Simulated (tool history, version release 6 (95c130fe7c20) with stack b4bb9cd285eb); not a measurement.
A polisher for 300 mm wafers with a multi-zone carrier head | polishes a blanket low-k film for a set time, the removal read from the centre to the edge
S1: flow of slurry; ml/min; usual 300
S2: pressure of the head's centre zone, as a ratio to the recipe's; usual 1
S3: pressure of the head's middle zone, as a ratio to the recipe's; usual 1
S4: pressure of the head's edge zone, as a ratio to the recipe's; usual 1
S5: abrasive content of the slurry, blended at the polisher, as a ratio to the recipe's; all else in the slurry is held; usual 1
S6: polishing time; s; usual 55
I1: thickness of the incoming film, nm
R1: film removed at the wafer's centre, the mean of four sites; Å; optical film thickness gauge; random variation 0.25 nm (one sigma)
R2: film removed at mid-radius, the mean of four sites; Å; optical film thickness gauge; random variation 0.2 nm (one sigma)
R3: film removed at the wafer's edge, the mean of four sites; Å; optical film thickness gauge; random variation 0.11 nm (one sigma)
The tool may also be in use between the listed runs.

run,hour,S1,S2,S3,S4,S5,S6,I1,R1,R2,R3
1,0,300,1,1,1,1,44,754.5,134,131,140
2,67.4,270,1,1,1,0.9,55,752.5,158,154,164
# hour 125.2: carrier head's membrane replaced by a new one
3,125.9,300,1,1,1,1,65,756.9,204,191,207
4,166.2,300,1,1,1.04,1,55,746.6,172,165,176
5,229.3,220,0.92,1,1,0.75,55,757.6,125,134,143
6,276.7,260,1.04,1.06,1,1,55,749,167,162,167
7,336.1,375,1.06,1,1,1,61,745.2,195,183,195
# hour 362.4: worn pad replaced by a new one, of another model than before
8,374.9,300,1,1,1,1,65,754.5,182,178,196
9,409.9,300,1,1,1,1,55,748.2,157,147,166
# hour 435.6: centre zone pressure recalibrated
10,469.3,220,0.92,1,1,0.75,55,749.8,105,115,131
# hour 484.2: slurry nozzle cleaned
11,502.1,300,1,1,1,0.85,55,744.5,159,155,164
12,555.9,230,1.09,1,1,1,55,752.2,183,163,174
13,592.8,300,0.95,1,1,0.75,43,748.8,110,115,120
14,624.1,245,0.88,1,0.96,0.8,55,746.1,132,146,153
# hour 648.5: edge zone pressure recalibrated
15,689.5,300,0.91,1.06,1,1,55,758.2,157,177,177
# hour 790.4: worn pad replaced by a new one
16,861.2,300,0.93,1,1,1,55,739,157,169,175
17,909.4,300,1,1,1,1,55,757.7,167,162,174
18,943.1,300,1,1,1,1.1,73,767.4,229,222,240
19,978.9,300,1,1,1,1,55,739.2,162,162,172
20,1030.2,300,0.95,1,1,1,44,763.8,123,130,136
21,1094.2,300,1,1,1,1,71,753.4,209,207,218

Some steps in R1 between neighbouring runs. How much of each would the tool show without its hidden state too (settings, what came in, random variation), and how much is left for the hidden state, with any gauge scatter that isn't in both results?
The hidden state here: removal rate lost through wear of the pad, %; slurry flow missing at the pad, %; deviation of the centre zone's pressure from its setpoint, %; deviation of the edge zone's pressure from its setpoint, %.
Run 7 -> 8: S1 375 -> 300, S2 1.06 -> 1, S6 61 -> 65, worn pad replaced by a new one, of another model than before. R1 -13 Å: hidden state -12, all else -1.
Run 10 -> 11: S1 220 -> 300, S2 0.92 -> 1, S5 0.75 -> 0.85, slurry nozzle cleaned. R1 +54 Å: hidden state +27, all else +27.
Run 12 -> 13: S1 230 -> 300, S2 1.09 -> 0.95, S5 1 -> 0.75, S6 55 -> 43. R1 -73 Å: hidden state +1, all else -74.
Run 20 -> 21: S2 0.95 -> 1, S6 44 -> 71. R1 +86 Å: hidden state -7, all else +93.

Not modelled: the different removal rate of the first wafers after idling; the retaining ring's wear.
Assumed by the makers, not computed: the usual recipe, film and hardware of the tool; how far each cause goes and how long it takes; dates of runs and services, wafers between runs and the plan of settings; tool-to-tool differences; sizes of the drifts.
